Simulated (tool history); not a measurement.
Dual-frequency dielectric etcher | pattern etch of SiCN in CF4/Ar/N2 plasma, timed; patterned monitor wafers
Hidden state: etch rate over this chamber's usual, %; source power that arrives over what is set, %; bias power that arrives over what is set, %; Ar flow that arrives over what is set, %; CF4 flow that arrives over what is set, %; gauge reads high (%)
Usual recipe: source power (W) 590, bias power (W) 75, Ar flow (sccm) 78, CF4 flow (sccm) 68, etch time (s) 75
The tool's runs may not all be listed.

run,hour,source power (W),bias power (W),Ar flow (sccm),CF4 flow (sccm),etch time (s),wafers since the last listed run,hours since the last wet clean,hours since the last source power generator calibration,hours since the last bias power generator calibration,hours since the last Ar flow controller change,hours since the last CF4 flow controller change,hours since the last upper electrode change,hours since the gauge calibration,"read-back reference wafer on the same gauge, depth_nm",mean etch depth across the wafer (angstrom)
1,0,590,60,78,68,63.5,0,433.5,3420.4,2158.9,2617,3102.8,5345.3,850.1,75.2,687
# hour 33.7: Ar flow controller replaced
2,34.2,590,64,78,68,75,402,467.7,3454.6,2193.1,0.5,3137,5379.5,884.3,75.2,823
# hour 62.8: bias power generator calibrated
3,84.6,590,64,78,68,75,662,518.1,3505,21.8,50.9,3187.4,5429.9,934.7,75.2,819
# hour 87.1: gauge calibrated
4,111.1,590,64,78,68,75,378,544.6,3531.5,48.3,77.4,3213.9,5456.4,24,75.2,817
5,154.8,680,75,78,68,75,623,588.3,3575.2,92,121.1,3257.6,5500.1,67.7,75.2,932
6,199.6,680,75,78,68,75,639,633.1,3620,136.8,165.9,3302.4,5544.9,112.5,75.2,927
# hour 262.7: wet clean of the chamber
7,263.2,590,67,78,68,75,565,0.5,3683.6,200.4,229.5,3366,5608.5,176.1,75.2,823
# hour 308.7: CF4 flow controller replaced
8,319.1,590,75,78,68,56.5,712,56.4,3739.5,256.3,285.4,10.4,5664.4,232,75.2,630
# hour 348.8: source power generator calibrated
9,373.5,590,75,78,68,68,719,110.8,24.7,310.7,339.8,64.8,5718.8,286.4,75.2,760
10,433,660,83,61,68,94.5,849,170.3,84.2,370.2,399.3,124.3,5778.3,345.9,75.2,1212
11,473.7,590,87,78,68,61,580,211,124.9,410.9,440,165,5819,386.6,75.2,703
12,505.8,710,67,66,68,92,458,243.1,157,443,472.1,197.1,5851.1,418.7,75.2,1189
13,554.4,590,75,78,68,75,693,291.7,205.6,491.6,520.7,245.7,5899.7,467.3,75.2,838
14,578.5,590,75,78,68,75,343,315.8,229.7,515.7,544.8,269.8,5923.8,491.4,75.2,845
# hour 608.7: upper electrode replaced
15,636.3,590,66,85,68,75,482,373.6,287.5,573.5,602.6,327.6,27.6,549.2,75.2,814
16,671.5,590,75,78,68,75,502,408.8,322.7,608.7,637.8,362.8,62.8,584.4,75.2,839
17,712.6,700,75,72,81,75,586,449.9,363.8,649.8,678.9,403.9,103.9,625.5,75.1,989
18,775.7,590,90,70,56,91.5,900,513,426.9,712.9,742,467,167,688.6,75.2,1053
# hour 837.5: wet clean of the chamber
19,838,590,75,78,68,75,546,0.5,489.2,775.2,804.3,529.3,229.3,750.9,75.2,837
20,869.3,590,64,78,68,75,446,31.8,520.5,806.5,835.6,560.6,260.6,782.2,75.2,816
# hour 898: gauge calibrated
21,898.2,530,75,64,68,75,412,60.7,549.4,835.4,864.5,589.5,289.5,0.2,75.2,800

Below are 4 alternative next runs, each starting from the tool's condition after run 21. Predict each:
A,898.6,590,75,78,68,53.5,5,61.1,549.8,835.8,864.9,589.9,289.9,0.6,?,?
B,898.6,680,75,84,80,75,5,61.1,549.8,835.8,864.9,589.9,289.9,0.6,?,?
C,898.6,470,61,64,68,75,5,61.1,549.8,835.8,864.9,589.9,289.9,0.6,?,?
D,898.6,590,80,78,52,75,5,61.1,549.8,835.8,864.9,589.9,289.9,0.6,?,?

run,"read-back reference wafer on the same gauge, depth_nm",mean etch depth across the wafer (angstrom)
A,75.3,599
B,75.3,942
C,75.3,713
D,75.3,819
Without the tool's hidden state the same runs would have given:
run,mean etch depth across the wafer (angstrom)
A,599
B,942
C,713
D,819
